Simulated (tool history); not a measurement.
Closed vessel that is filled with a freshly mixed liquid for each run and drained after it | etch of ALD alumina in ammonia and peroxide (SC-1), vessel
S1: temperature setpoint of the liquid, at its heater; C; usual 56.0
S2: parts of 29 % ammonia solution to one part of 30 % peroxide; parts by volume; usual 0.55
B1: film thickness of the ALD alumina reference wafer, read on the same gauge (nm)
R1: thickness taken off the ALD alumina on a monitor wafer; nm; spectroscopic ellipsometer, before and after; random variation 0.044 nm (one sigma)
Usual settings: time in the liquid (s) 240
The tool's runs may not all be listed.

Run 1, hour 0.0: usual settings; B1 130.00. Result: R1 17.30 nm.
Run 2, hour 15.3: usual settings; B1 130.01. Result: R1 17.29 nm.
Run 3, hour 37.5: usual settings; B1 130.02. Result: R1 17.21 nm.
Run 4, hour 71.4: usual settings but S1 52.5 C; B1 130.01. Result: R1 14.32 nm.
At hour 107.5: new drum of ammonia solution connected.
Run 5, hour 149.2: usual settings but S2 0.40 parts by volume, time in the liquid (s) 345; B1 130.01. Result: R1 24.15 nm.
Run 6, hour 167.9: usual settings but S2 0.40 parts by volume, time in the liquid (s) 345; B1 130.01. Result: R1 24.22 nm.
Run 7, hour 190.3: usual settings but S2 0.40 parts by volume, time in the liquid (s) 345; B1 130.05. Result: R1 24.24 nm.
Run 8, hour 226.1: usual settings but S2 0.70 parts by volume, time in the liquid (s) 320; B1 130.00. Result: R1 23.71 nm.
At hour 231.4: ammonia flow meter replaced.
Run 9, hour 240.0: usual settings but S2 0.70 parts by volume, time in the liquid (s) 320; B1 130.00. Result: R1 23.52 nm.
Run 10, hour 256.6: usual settings but S1 60.0 C; B1 129.98. Result: R1 21.40 nm.
Run 11, hour 276.3: usual settings but S1 52.5 C, S2 0.40 parts by volume, time in the liquid (s) 290; B1 130.00. Result: R1 16.82 nm.
At hour 283.9: gauge calibrated.
Run 12, hour 305.6: usual settings but S2 0.35 parts by volume; B1 130.00. Result: R1 16.57 nm.
Run 13, hour 334.6: usual settings but S2 0.75 parts by volume, time in the liquid (s) 320; B1 129.98. Result: R1 23.66 nm.
Run 14, hour 354.2: usual settings but S2 0.30 parts by volume, time in the liquid (s) 340; B1 129.99. Result: R1 23.09 nm.
Run 15, hour 383.9: usual settings but S1 60.0 C, S2 0.65 parts by volume, time in the liquid (s) 355; B1 130.03. Result: R1 31.78 nm.
Run 16, hour 398.6: usual settings but S1 51.0 C, S2 0.35 parts by volume, time in the liquid (s) 165; B1 130.02. Result: R1 8.63 nm.
Run 17, hour 410.8: usual settings; B1 129.99. Result: R1 17.15 nm.
Run 18, hour 430.8: usual settings but S1 60.0 C; B1 130.03. Result: R1 21.09 nm.
At hour 445.8: thermometer replaced.
Run 19, hour 450.7: usual settings but S1 59.5 C, time in the liquid (s) 170; B1 130.00. Result: R1 15.16 nm.
Run 20, hour 465.2: usual settings but S1 62.0 C, S2 0.75 parts by volume, time in the liquid (s) 340; B1 130.01. Result: R1 35.45 nm.
At hour 472.9: new drum of ammonia solution connected.
Run 21, hour 490.2: usual settings but S1 49.5 C, time in the liquid (s) 315; B1 130.01. Result: R1 16.67 nm.
Run 22, hour 514.6: usual settings but S2 0.80 parts by volume, time in the liquid (s) 310; B1 130.03. Result: R1 24.00 nm.
Run 23, hour 539.4: usual settings but S1 61.5 C, S2 0.85 parts by volume; B1 130.00. Result: R1 24.80 nm.
Run 24, hour 564.8: usual settings but S1 52.0 C, S2 0.25 parts by volume, time in the liquid (s) 135; B1 130.00. Result: R1 7.57 nm.
Run 25, hour 590.0: usual settings but S1 61.5 C, S2 0.40 parts by volume, time in the liquid (s) 375; B1 129.98. Result: R1 36.25 nm.
Run 26, hour 622.9: usual settings but time in the liquid (s) 315; B1 129.96. Result: R1 23.37 nm.
Run 27, hour 656.2: usual settings but S1 51.5 C, S2 0.65 parts by volume, time in the liquid (s) 285; B1 129.97. Result: R1 16.87 nm.
Run 28, hour 681.0: usual settings; B1 130.03. Result: R1 17.80 nm.

Forecast each of these 5 alternatives for the next run:
Run A, hour 681.7: usual settings; B1 ?. Result: R1 ?.
Run B, hour 681.7: usual settings but S1 49.5 C, S2 0.65 parts by volume; B1 ?. Result: R1 ?.
Run C, hour 681.7: usual settings but S1 50.5 C, S2 0.25 parts by volume, time in the liquid (s) 305; B1 ?. Result: R1 ?.
Run D, hour 681.7: usual settings but S1 62.5 C; B1 ?. Result: R1 ?.
Run E, hour 681.7: usual settings but S2 0.70 parts by volume, time in the liquid (s) 335; B1 ?. Result: R1 ?.

run      B1     R1
  A  130.02  17.79
  B  130.02  12.72
  C  130.02  15.60
  D  130.02  24.89
  E  130.02  25.41
Without the tool's hidden state the same runs would have given:
run     R1
  A  18.12
  B  12.97
  C  15.90
  D  25.34
  E  25.88
